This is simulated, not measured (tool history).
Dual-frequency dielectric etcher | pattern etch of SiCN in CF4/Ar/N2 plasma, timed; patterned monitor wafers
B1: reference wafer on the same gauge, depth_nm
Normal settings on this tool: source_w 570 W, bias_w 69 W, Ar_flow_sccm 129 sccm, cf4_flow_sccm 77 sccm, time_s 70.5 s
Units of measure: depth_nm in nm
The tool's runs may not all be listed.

Run 1, hour 0.0: usual settings but bias_w 75 W, time_s 54.5 s; B1 82.8. Result: depth_nm 59.3 nm.
Run 2, hour 20.7: usual settings; B1 82.9. Result: depth_nm 75.3 nm.
Run 3, hour 42.6: usual settings; B1 82.8. Result: depth_nm 74.3 nm.
Run 4, hour 74.0: usual settings but Ar_flow_sccm 119 sccm; B1 82.7. Result: depth_nm 75.8 nm.
Run 5, hour 100.3: usual settings but Ar_flow_sccm 119 sccm; B1 82.8. Result: depth_nm 75.7 nm.
Run 6, hour 135.9: usual settings but Ar_flow_sccm 119 sccm; B1 82.8. Result: depth_nm 76.2 nm.
Run 7, hour 170.3: usual settings; B1 82.7. Result: depth_nm 74.7 nm.
Run 8, hour 192.5: usual settings; B1 82.9. Result: depth_nm 75.3 nm.
Run 9, hour 212.8: usual settings; B1 82.7. Result: depth_nm 75.2 nm.
At hour 228.4: bias power generator calibrated.
Run 10, hour 232.0: usual settings; B1 82.8. Result: depth_nm 75.7 nm.
At hour 297.1: Ar flow controller replaced.
Run 11, hour 324.9: usual settings but source_w 630 W, time_s 59.0 s; B1 82.8. Result: depth_nm 69.4 nm.
Run 12, hour 340.4: usual settings but source_w 650 W, time_s 87.0 s; B1 82.8. Result: depth_nm 105.8 nm.
At hour 367.2: wet clean of the chamber.
Run 13, hour 367.7: usual settings but source_w 470 W; B1 82.9. Result: depth_nm 61.7 nm.
Run 14, hour 383.5: usual settings but source_w 440 W, time_s 60.0 s; B1 82.7. Result: depth_nm 49.5 nm.
At hour 387.4: gauge calibrated.
At hour 408.6: upper electrode replaced.
At hour 410.3: CF4 flow controller replaced.
Run 15, hour 410.8: usual settings; B1 82.8. Result: depth_nm 73.7 nm.
Run 16, hour 417.9: usual settings but bias_w 78 W; B1 82.8. Result: depth_nm 78.2 nm.
At hour 438.2: source power generator calibrated.
Run 17, hour 446.4: usual settings but source_w 640 W, time_s 86.0 s; B1 82.8. Result: depth_nm 100.5 nm.
Run 18, hour 481.0: usual settings; B1 82.8. Result: depth_nm 73.6 nm.
Run 19, hour 507.7: usual settings but source_w 510 W, cf4_flow_sccm 72 sccm, time_s 80.5 s; B1 82.8. Result: depth_nm 75.6 nm.
Run 20, hour 534.8: usual settings but source_w 510 W, cf4_flow_sccm 72 sccm, time_s 80.5 s; B1 82.8. Result: depth_nm 76.2 nm.
Run 21, hour 563.2: usual settings but source_w 650 W, bias_w 76 W; B1 82.8. Result: depth_nm 86.6 nm.

What was the tool's hidden state at every run in the log?
source power that arrives over what is set, %: 0 in every run
bias power that arrives over what is set, %: 0 in every run
Ar flow that arrives over what is set, %: 0 in every run
CF4 flow that arrives over what is set, %: 0 in every run
gauge reads high (%): 0 in every run
H1: etch rate over this chamber's usual, %
run     H1
  1  0.845
  2  0.963
  3   1.09
  4   1.27
  5   1.42
  6   1.62
  7   1.81
  8   1.94
  9   2.06
 10   2.16
 11   2.69
 12   2.78
 13   0.09
 14   0.18
 15  0.335
 16  0.376
 17  0.538
 18  0.735
 19  0.887
 20   1.04
 21    1.2
